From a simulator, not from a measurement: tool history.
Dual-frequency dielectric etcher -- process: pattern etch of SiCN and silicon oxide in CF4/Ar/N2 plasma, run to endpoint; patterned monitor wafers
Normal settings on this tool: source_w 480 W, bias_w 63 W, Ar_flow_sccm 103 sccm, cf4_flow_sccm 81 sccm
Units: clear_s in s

run,hour,source_w,bias_w,Ar_flow_sccm,cf4_flow_sccm,wafers since the last listed run,hours since the last wet clean,hours since the last source power generator calibration,hours since the last bias power generator calibration,hours since the last Ar flow controller change,hours since the last CF4 flow controller change,hours since the last upper electrode change,"incoming incoming film thickness, nm",clear_s
1,0,480,63,103,81,0,219.1,3600.5,2273.9,3233.7,43.4,30.2,13.62,13.8
2,35.1,480,63,103,81,588,254.2,3635.6,2309,3268.8,78.5,65.3,13.74,13.9
3,47.7,480,63,103,81,211,266.8,3648.2,2321.6,3281.4,91.1,77.9,13.79,14
4,67.9,480,63,103,81,338,287,3668.4,2341.8,3301.6,111.3,98.1,13.75,13.9
5,98.7,480,63,103,81,516,317.8,3699.2,2372.6,3332.4,142.1,128.9,13.67,13.8
6,125.5,480,57,103,81,449,344.6,3726,2399.4,3359.2,168.9,155.7,13.81,14.1
7,150.4,480,63,103,81,417,369.5,3750.9,2424.3,3384.1,193.8,180.6,13.66,13.6
8,166.1,440,76,90,90,263,385.2,3766.6,2440,3399.8,209.5,196.3,13.73,13.6
9,188.1,380,63,95,100,369,407.2,3788.6,2462,3421.8,231.5,218.3,13.62,15.4
10,206.5,430,63,121,95,308,425.6,3807,2480.4,3440.2,249.9,236.7,13.68,14.7
11,221.4,480,63,114,81,249,440.5,3821.9,2495.3,3455.1,264.8,251.6,13.9,14
# hour 237.4: Ar flow controller replaced
12,251.8,480,63,103,81,409,470.9,3852.3,2525.7,14.4,295.2,282,13.81,13.7
13,286.7,480,63,89,81,585,505.8,3887.2,2560.6,49.3,330.1,316.9,13.69,13.2
# hour 311.8: wet clean of the chamber
# hour 314.2: bias power generator calibrated
# hour 318.3: source power generator calibrated
14,320.5,480,70,77,81,55,8.7,2.2,6.3,83.1,363.9,350.7,13.75,13.1
15,338.5,480,63,129,81,301,26.7,20.2,24.3,101.1,381.9,368.7,13.67,14.7
16,364.6,480,63,103,81,437,52.8,46.3,50.4,127.2,408,394.8,13.6,14
17,387.5,480,49,103,93,384,75.7,69.2,73.3,150.1,430.9,417.7,13.7,14.3
18,421.3,390,69,79,81,567,109.5,103,107.1,183.9,464.7,451.5,13.77,15.5
19,450.6,560,50,96,86,491,138.8,132.3,136.4,213.2,494,480.8,13.63,12.6
20,479.7,480,63,103,81,488,167.9,161.4,165.5,242.3,523.1,509.9,13.56,13.9
21,508.9,480,63,103,81,489,197.1,190.6,194.7,271.5,552.3,539.1,13.62,14
22,544,480,58,103,64,588,232.2,225.7,229.8,306.6,587.4,574.2,13.69,15.1
23,567.4,480,63,110,81,392,255.6,249.1,253.2,330,610.8,597.6,13.67,14

Hidden state or all else? Some run-to-run changes of clear_s, split into what the settings, what came in and random variation would give without the hidden state, and what is left for the hidden state (with any gauge scatter that isn't in both results):
The hidden state here: etch rate over this chamber's usual, %; source power that arrives over what is set, %; bias power that arrives over what is set, %; Ar flow that arrives over what is set, %; CF4 flow that arrives over what is set, %.
Run 1 -> 2: no setting touched and nothing written in the log between the runs. clear_s +0.1 s: hidden state -0.1, all else +0.2.
Run 8 -> 9: source_w 440 -> 380, bias_w 76 -> 63, Ar_flow_sccm 90 -> 95, cf4_flow_sccm 90 -> 100. clear_s +1.8 s: hidden state -0.1, all else +1.9.
Run 13 -> 14: bias_w 63 -> 70, Ar_flow_sccm 89 -> 77, wet clean of the chamber, bias power generator calibrated, source power generator calibrated. clear_s -0.1 s: hidden state +0.4, all else -0.5.
Run 18 -> 19: source_w 390 -> 560, bias_w 69 -> 50, Ar_flow_sccm 79 -> 96, cf4_flow_sccm 81 -> 86. clear_s -2.9 s: hidden state +0, all else -2.9.
